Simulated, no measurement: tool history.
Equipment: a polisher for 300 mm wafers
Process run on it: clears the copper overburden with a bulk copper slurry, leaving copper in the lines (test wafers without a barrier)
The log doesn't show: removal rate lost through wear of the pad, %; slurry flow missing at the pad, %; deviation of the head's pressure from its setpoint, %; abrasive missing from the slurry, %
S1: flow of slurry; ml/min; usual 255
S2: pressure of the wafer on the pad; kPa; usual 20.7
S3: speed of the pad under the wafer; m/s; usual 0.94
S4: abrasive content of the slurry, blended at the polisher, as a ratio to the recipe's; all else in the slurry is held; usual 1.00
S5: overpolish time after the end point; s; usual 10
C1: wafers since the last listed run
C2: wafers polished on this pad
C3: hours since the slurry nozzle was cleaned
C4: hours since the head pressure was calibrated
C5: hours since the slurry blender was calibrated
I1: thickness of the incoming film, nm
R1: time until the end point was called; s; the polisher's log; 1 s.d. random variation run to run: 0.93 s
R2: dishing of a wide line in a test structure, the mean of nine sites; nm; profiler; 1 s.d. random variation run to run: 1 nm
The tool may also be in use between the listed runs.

run 1 hour=0.0 | S1=255 S2=20.7 S3=0.94 S4=1.00 S5=10 | C1=0 C2=1884 C3=183.1 C4=530.6 C5=269.8 | I1=619.6 | R1=68.9 R2=42.8
-- hour=162.9 head pressure recalibrated
run 2 hour=166.1 | S1=255 S2=20.7 S3=0.94 S4=1.00 S5=10 | C1=1186 C2=3071 C3=349.2 C4=3.2 C5=435.9 | I1=627.1 | R1=65.6 R2=46.4
-- hour=188.9 slurry blender recalibrated
run 3 hour=234.4 | S1=255 S2=20.7 S3=0.94 S4=1.00 S5=10 | C1=479 C2=3550 C3=417.5 C4=71.5 C5=45.5 | I1=620.4 | R1=66.4 R2=46.9
run 4 hour=276.6 | S1=255 S2=20.7 S3=0.94 S4=1.00 S5=10 | C1=305 C2=3855 C3=459.7 C4=113.7 C5=87.7 | I1=619.8 | R1=64.8 R2=45.8
-- hour=286.8 slurry nozzle cleaned
run 5 hour=309.3 | S1=255 S2=20.7 S3=0.94 S4=1.00 S5=10 | C1=229 C2=4084 C3=22.5 C4=146.4 C5=120.4 | I1=616.7 | R1=65.2 R2=44.6
-- hour=340.7 worn pad replaced by a new one
run 6 hour=368.3 | S1=280 S2=20.7 S3=1.04 S4=1.00 S5=10 | C1=397 C2=199 C3=81.5 C4=205.4 C5=179.4 | I1=622.9 | R1=61.1 R2=48.1
run 7 hour=396.3 | S1=255 S2=20.7 S3=1.04 S4=1.00 S5=10 | C1=202 C2=402 C3=109.5 C4=233.4 C5=207.4 | I1=626.9 | R1=60.5 R2=51.5
run 8 hour=441.8 | S1=255 S2=16.5 S3=0.94 S4=1.15 S5=10 | C1=328 C2=731 C3=155.0 C4=278.9 C5=252.9 | I1=619.7 | R1=81.6 R2=38.6
run 9 hour=508.2 | S1=315 S2=20.7 S3=1.22 S4=1.00 S5=15 | C1=480 C2=1211 C3=221.4 C4=345.3 C5=319.3 | I1=618.6 | R1=51.2 R2=65.0
run 10 hour=535.2 | S1=255 S2=20.7 S3=0.94 S4=1.00 S5=10 | C1=195 C2=1406 C3=248.4 C4=372.3 C5=346.3 | I1=624.9 | R1=69.9 R2=45.1
run 11 hour=565.3 | S1=255 S2=20.7 S3=0.72 S4=1.00 S5=10 | C1=217 C2=1624 C3=278.5 C4=402.4 C5=376.4 | I1=619.1 | R1=87.5 R2=36.1
run 12 hour=628.6 | S1=255 S2=20.7 S3=0.94 S4=1.00 S5=6 | C1=457 C2=2081 C3=341.8 C4=465.7 C5=439.7 | I1=619.3 | R1=68.7 R2=30.7
run 13 hour=671.4 | S1=255 S2=14.5 S3=0.94 S4=1.00 S5=10 | C1=309 C2=2391 C3=384.6 C4=508.5 C5=482.5 | I1=627.5 | R1=100.7 R2=32.5
run 14 hour=737.8 | S1=255 S2=20.7 S3=0.94 S4=1.00 S5=10 | C1=480 C2=2871 C3=451.0 C4=574.9 C5=548.9 | I1=626.0 | R1=71.2 R2=43.3
-- hour=756.9 slurry blender recalibrated
run 15 hour=794.2 | S1=280 S2=20.7 S3=0.94 S4=1.00 S5=10 | C1=393 C2=3264 C3=507.4 C4=631.3 C5=37.3 | I1=620.5 | R1=70.9 R2=42.8
-- hour=829.7 slurry nozzle cleaned
-- hour=905.4 head pressure recalibrated
-- hour=906.0 worn pad replaced by a new one
run 16 hour=927.4 | S1=255 S2=18.6 S3=0.94 S4=1.00 S5=15 | C1=936 C2=155 C3=97.7 C4=22.0 C5=170.5 | I1=609.8 | R1=69.3 R2=55.7
run 17 hour=962.6 | S1=220 S2=20.7 S3=0.94 S4=1.10 S5=10 | C1=254 C2=409 C3=132.9 C4=57.2 C5=205.7 | I1=621.5 | R1=64.7 R2=47.5
run 18 hour=989.3 | S1=190 S2=20.7 S3=0.94 S4=1.00 S5=10 | C1=193 C2=602 C3=159.6 C4=83.9 C5=232.4 | I1=627.7 | R1=66.9 R2=44.3
run 19 hour=1048.6 | S1=255 S2=20.7 S3=0.94 S4=1.15 S5=10 | C1=428 C2=1031 C3=218.9 C4=143.2 C5=291.7 | I1=633.2 | R1=62.6 R2=47.9
run 20 hour=1110.4 | S1=255 S2=26.9 S3=0.94 S4=1.30 S5=10 | C1=446 C2=1478 C3=280.7 C4=205.0 C5=353.5 | I1=621.5 | R1=48.5 R2=58.9
run 21 hour=1151.8 | S1=255 S2=20.7 S3=0.94 S4=1.00 S5=10 | C1=299 C2=1777 C3=322.1 C4=246.4 C5=394.9 | I1=626.9 | R1=66.2 R2=46.7
run 22 hour=1210.9 | S1=255 S2=20.7 S3=0.94 S4=1.00 S5=10 | C1=427 C2=2204 C3=381.2 C4=305.5 C5=454.0 | I1=617.5 | R1=66.6 R2=44.9
run 23 hour=1274.7 | S1=255 S2=20.7 S3=0.68 S4=1.20 S5=10 | C1=461 C2=2665 C3=445.0 C4=369.3 C5=517.8 | I1=608.2 | R1=87.7 R2=36.7
-- hour=1288.4 slurry blender recalibrated
run 24 hour=1318.9 | S1=200 S2=26.2 S3=0.94 S4=1.10 S5=10 | C1=305 C2=2971 C3=489.2 C4=413.5 C5=30.5 | I1=609.1 | R1=54.1 R2=53.7
-- hour=1362.9 slurry nozzle cleaned
run 25 hour=1384.8 | S1=255 S2=20.7 S3=0.94 S4=1.20 S5=10 | C1=469 C2=3440 C3=21.9 C4=479.4 C5=96.4 | I1=621.2 | R1=64.3 R2=46.4
-- hour=1418.2 worn pad replaced by a new one
run 26 hour=1446.8 | S1=305 S2=26.2 S3=0.94 S4=1.00 S5=5 | C1=419 C2=206 C3=83.9 C4=541.4 C5=158.4 | I1=628.9 | R1=56.5 R2=32.5
run 27 hour=1480.7 | S1=255 S2=14.5 S3=0.94 S4=1.00 S5=10 | C1=245 C2=451 C3=117.8 C4=575.3 C5=192.3 | I1=612.1 | R1=97.8 R2=33.0
run 28 hour=1531.5 | S1=255 S2=23.4 S3=1.16 S4=1.00 S5=12 | C1=367 C2=819 C3=168.6 C4=626.1 C5=243.1 | I1=610.6 | R1=48.8 R2=59.2
run 29 hour=1570.3 | S1=255 S2=20.7 S3=0.94 S4=1.00 S5=10 | C1=280 C2=1099 C3=207.4 C4=664.9 C5=281.9 | I1=619.1 | R1=69.8 R2=44.0

Hidden state at the last listed run before each entry between runs and at the first one after, where it differs:
In the gap between runs 1 and 2: head pressure recalibrated (hour 162.9)
  deviation of the head's pressure from its setpoint, %: -7.46 -> -1.34
  what was measured, less what the result would be without the hidden state, R1: +5.1 -> +0.9 s; R2: -2.6 -> -0.5 nm
In the gap between runs 2 and 3: slurry blender recalibrated (hour 188.9)
  deviation of the head's pressure from its setpoint, %: -1.34 -> -2.33
  what was measured, less what the result would be without the hidden state, R1: +0.9 -> +1.5 s; R2: -0.5 -> -0.8 nm
In the gap between runs 4 and 5: slurry nozzle cleaned (hour 286.8)
  deviation of the head's pressure from its setpoint, %: -2.94 -> -3.41
  what was measured, less what the result would be without the hidden state, R1: +1.9 -> +2.3 s; R2: -1.0 -> -1.2 nm
In the gap between runs 5 and 6: worn pad replaced by a new one (hour 340.7)
  deviation of the head's pressure from its setpoint, %: -3.41 -> -4.27
  what was measured, less what the result would be without the hidden state, R1: +2.3 -> +2.6 s; R2: -1.2 -> -1.5 nm
In the gap between runs 14 and 15: slurry blender recalibrated (hour 756.9)
  deviation of the head's pressure from its setpoint, %: -9.63 -> -10.5
  what was measured, less what the result would be without the hidden state, R1: +6.8 -> +7.4 s; R2: -3.5 -> -3.8 nm
In the gap between runs 15 and 16: slurry nozzle cleaned (hour 829.7); head pressure recalibrated (hour 905.4); worn pad replaced by a new one (hour 906.0)
  deviation of the head's pressure from its setpoint, %: -10.5 -> -0.0237
  what was measured, less what the result would be without the hidden state, R1: +7.4 -> +0.1 s; R2: -3.8 -> +0.0 nm
In the gap between runs 23 and 24: slurry blender recalibrated (hour 1288.4)
  deviation of the head's pressure from its setpoint, %: -5.07 -> -5.71
  what was measured, less what the result would be without the hidden state, R1: +4.4 -> +3.1 s; R2: -1.6 -> -2.3 nm
In the gap between runs 24 and 25: slurry nozzle cleaned (hour 1362.9)
  deviation of the head's pressure from its setpoint, %: -5.71 -> -6.66
  what was measured, less what the result would be without the hidden state, R1: +3.1 -> +4.3 s; R2: -2.3 -> -2.5 nm
In the gap between runs 25 and 26: worn pad replaced by a new one (hour 1418.2)
  deviation of the head's pressure from its setpoint, %: -6.66 -> -7.56
  what was measured, less what the result would be without the hidden state, R1: +4.3 -> +4.3 s; R2: -2.5 -> -2.2 nm

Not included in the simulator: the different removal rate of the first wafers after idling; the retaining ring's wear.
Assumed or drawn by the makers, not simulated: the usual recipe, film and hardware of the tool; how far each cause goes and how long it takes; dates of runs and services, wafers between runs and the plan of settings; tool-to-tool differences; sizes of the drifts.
